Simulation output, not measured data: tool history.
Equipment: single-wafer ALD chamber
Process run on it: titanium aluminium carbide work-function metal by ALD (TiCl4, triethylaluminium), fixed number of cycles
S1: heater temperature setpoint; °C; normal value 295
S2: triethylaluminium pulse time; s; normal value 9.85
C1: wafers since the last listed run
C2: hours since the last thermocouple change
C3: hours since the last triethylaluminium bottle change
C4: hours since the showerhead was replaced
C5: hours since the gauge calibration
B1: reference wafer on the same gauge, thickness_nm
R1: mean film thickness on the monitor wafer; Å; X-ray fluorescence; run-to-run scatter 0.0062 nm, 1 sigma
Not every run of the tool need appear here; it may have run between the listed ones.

{"run": 1, "hour": 0.0, "S1": 295, "S2": 9.85, "C1": 0, "C2": 786.2, "C3": 1263.1, "C4": 4769.4, "C5": 268.5, "B1": 2.04, "R1": 21.5}
{"run": 2, "hour": 12.6, "S1": 295, "S2": 9.85, "C1": 118, "C2": 798.8, "C3": 1275.7, "C4": 4782, "C5": 281.1, "B1": 2.038, "R1": 21.46}
{"run": 3, "hour": 20.5, "S1": 295, "S2": 9.85, "C1": 74, "C2": 806.7, "C3": 1283.6, "C4": 4789.9, "C5": 289, "B1": 2.039, "R1": 21.48}
{"run": 4, "hour": 28.5, "S1": 295, "S2": 9.85, "C1": 75, "C2": 814.7, "C3": 1291.6, "C4": 4797.9, "C5": 297, "B1": 2.041, "R1": 21.48}
{"run": 5, "hour": 45.4, "S1": 295, "S2": 9.85, "C1": 159, "C2": 831.6, "C3": 1308.5, "C4": 4814.8, "C5": 313.9, "B1": 2.041, "R1": 21.32}
{"run": 6, "hour": 59.4, "S1": 295, "S2": 9.85, "C1": 131, "C2": 845.6, "C3": 1322.5, "C4": 4828.8, "C5": 327.9, "B1": 2.039, "R1": 21.38}
{"run": 7, "hour": 75.4, "S1": 299, "S2": 9.85, "C1": 150, "C2": 861.6, "C3": 1338.5, "C4": 4844.8, "C5": 343.9, "B1": 2.041, "R1": 21.72}
{"run": 8, "hour": 81.8, "S1": 299, "S2": 9.85, "C1": 60, "C2": 868, "C3": 1344.9, "C4": 4851.2, "C5": 350.3, "B1": 2.04, "R1": 21.73}
{"hour": 91.7, "done": "gauge calibrated"}
{"run": 9, "hour": 99.2, "S1": 295, "S2": 8.18, "C1": 163, "C2": 885.4, "C3": 1362.3, "C4": 4868.6, "C5": 7.5, "B1": 2.039, "R1": 19.38}
{"run": 10, "hour": 107.7, "S1": 295, "S2": 8.18, "C1": 80, "C2": 893.9, "C3": 1370.8, "C4": 4877.1, "C5": 16, "B1": 2.042, "R1": 19.4}
{"run": 11, "hour": 115.0, "S1": 295, "S2": 8.18, "C1": 68, "C2": 901.2, "C3": 1378.1, "C4": 4884.4, "C5": 23.3, "B1": 2.04, "R1": 19.46}
{"run": 12, "hour": 126.1, "S1": 295, "S2": 9.85, "C1": 104, "C2": 912.3, "C3": 1389.2, "C4": 4895.5, "C5": 34.4, "B1": 2.043, "R1": 21.44}
{"run": 13, "hour": 141.0, "S1": 295, "S2": 9.85, "C1": 140, "C2": 927.2, "C3": 1404.1, "C4": 4910.4, "C5": 49.3, "B1": 2.041, "R1": 21.48}
{"run": 14, "hour": 158.1, "S1": 283, "S2": 7.21, "C1": 160, "C2": 944.3, "C3": 1421.2, "C4": 4927.5, "C5": 66.4, "B1": 2.042, "R1": 16.92}
{"hour": 177.5, "done": "showerhead replaced, of another model than before"}
{"run": 15, "hour": 178.0, "S1": 288, "S2": 7.22, "C1": 112, "C2": 964.2, "C3": 1441.1, "C4": 0.5, "C5": 86.3, "B1": 2.039, "R1": 21.37}
{"run": 16, "hour": 183.9, "S1": 291, "S2": 13.14, "C1": 55, "C2": 970.1, "C3": 1447, "C4": 6.4, "C5": 92.2, "B1": 2.04, "R1": 23.57}
{"run": 17, "hour": 192.7, "S1": 301, "S2": 12.21, "C1": 82, "C2": 978.9, "C3": 1455.8, "C4": 15.2, "C5": 101, "B1": 2.041, "R1": 24.36}
{"run": 18, "hour": 199.6, "S1": 287, "S2": 8.24, "C1": 64, "C2": 985.8, "C3": 1462.7, "C4": 22.1, "C5": 107.9, "B1": 2.039, "R1": 21.74}
{"run": 19, "hour": 206.0, "S1": 295, "S2": 9.85, "C1": 60, "C2": 992.2, "C3": 1469.1, "C4": 28.5, "C5": 114.3, "B1": 2.039, "R1": 23.11}
{"run": 20, "hour": 218.6, "S1": 286, "S2": 11.22, "C1": 118, "C2": 1004.8, "C3": 1481.7, "C4": 41.1, "C5": 126.9, "B1": 2.04, "R1": 22.67}
{"run": 21, "hour": 232.6, "S1": 286, "S2": 7.08, "C1": 131, "C2": 1018.8, "C3": 1495.7, "C4": 55.1, "C5": 140.9, "B1": 2.039, "R1": 20.99}
{"hour": 242.5, "done": "triethylaluminium bottle replaced"}
{"run": 22, "hour": 243.0, "S1": 283, "S2": 12.67, "C1": 22, "C2": 1029.2, "C3": 0.5, "C4": 65.5, "C5": 151.3, "B1": 2.04, "R1": 23.27}
{"hour": 258.1, "done": "thermocouple changed; heater temperature recalibrated"}
{"run": 23, "hour": 258.6, "S1": 302, "S2": 6.84, "C1": 71, "C2": 0.5, "C3": 16.1, "C4": 81.1, "C5": 166.9, "B1": 2.04, "R1": 23.64}
{"run": 24, "hour": 269.8, "S1": 290, "S2": 12.47, "C1": 105, "C2": 11.7, "C3": 27.3, "C4": 92.3, "C5": 178.1, "B1": 2.04, "R1": 23.9}
{"run": 25, "hour": 283.7, "S1": 295, "S2": 11.61, "C1": 130, "C2": 25.6, "C3": 41.2, "C4": 106.2, "C5": 192, "B1": 2.039, "R1": 24.24}
{"run": 26, "hour": 293.3, "S1": 295, "S2": 9.85, "C1": 90, "C2": 35.2, "C3": 50.8, "C4": 115.8, "C5": 201.6, "B1": 2.038, "R1": 23.88}
{"run": 27, "hour": 307.8, "S1": 301, "S2": 6.94, "C1": 136, "C2": 49.7, "C3": 65.3, "C4": 130.3, "C5": 216.1, "B1": 2.039, "R1": 23.51}
{"run": 28, "hour": 319.6, "S1": 295, "S2": 11.61, "C1": 111, "C2": 61.5, "C3": 77.1, "C4": 142.1, "C5": 227.9, "B1": 2.04, "R1": 24.3}
{"run": 29, "hour": 334.4, "S1": 301, "S2": 6.77, "C1": 139, "C2": 76.3, "C3": 91.9, "C4": 156.9, "C5": 242.7, "B1": 2.038, "R1": 23.23}
{"run": 30, "hour": 340.8, "S1": 295, "S2": 9.85, "C1": 60, "C2": 82.7, "C3": 98.3, "C4": 163.3, "C5": 249.1, "B1": 2.041, "R1": 23.9}
{"run": 31, "hour": 350.2, "S1": 286, "S2": 12.78, "C1": 88, "C2": 92.1, "C3": 107.7, "C4": 172.7, "C5": 258.5, "B1": 2.039, "R1": 23.52}
{"run": 32, "hour": 364.8, "S1": 295, "S2": 9.85, "C1": 137, "C2": 106.7, "C3": 122.3, "C4": 187.3, "C5": 273.1, "B1": 2.038, "R1": 23.86}
{"run": 33, "hour": 377.4, "S1": 281, "S2": 7.3, "C1": 118, "C2": 119.3, "C3": 134.9, "C4": 199.9, "C5": 285.7, "B1": 2.041, "R1": 21.66}
{"run": 34, "hour": 384.7, "S1": 295, "S2": 13.6, "C1": 68, "C2": 126.6, "C3": 142.2, "C4": 207.2, "C5": 293, "B1": 2.037, "R1": 24.48}

Exercise: give the hidden state of the tool at every run:
wafer temperature above the value expected at the setpoint (K): 0 in every run
gauge reads high (%): 0 in every run
H1: triethylaluminium dose above that of a fresh bottle (%)
run=1 H1=-31.5
run=2 H1=-31.6
run=3 H1=-31.7
run=4 H1=-31.7
run=5 H1=-31.8
run=6 H1=-31.9
run=7 H1=-31.9
run=8 H1=-32
run=9 H1=-32.1
run=10 H1=-32.1
run=11 H1=-32.1
run=12 H1=-32.2
run=13 H1=-32.2
run=14 H1=-32.3
run=15 H1=-32.4
run=16 H1=-32.4
run=17 H1=-32.4
run=18 H1=-32.5
run=19 H1=-32.5
run=20 H1=-32.5
run=21 H1=-32.6
run=22 H1=-4.99
run=23 H1=-5.91
run=24 H1=-6.56
run=25 H1=-7.34
run=26 H1=-7.87
run=27 H1=-8.65
run=28 H1=-9.28
run=29 H1=-10
run=30 H1=-10.4
run=31 H1=-10.8
run=32 H1=-11.5
run=33 H1=-12.1
run=34 H1=-12.5

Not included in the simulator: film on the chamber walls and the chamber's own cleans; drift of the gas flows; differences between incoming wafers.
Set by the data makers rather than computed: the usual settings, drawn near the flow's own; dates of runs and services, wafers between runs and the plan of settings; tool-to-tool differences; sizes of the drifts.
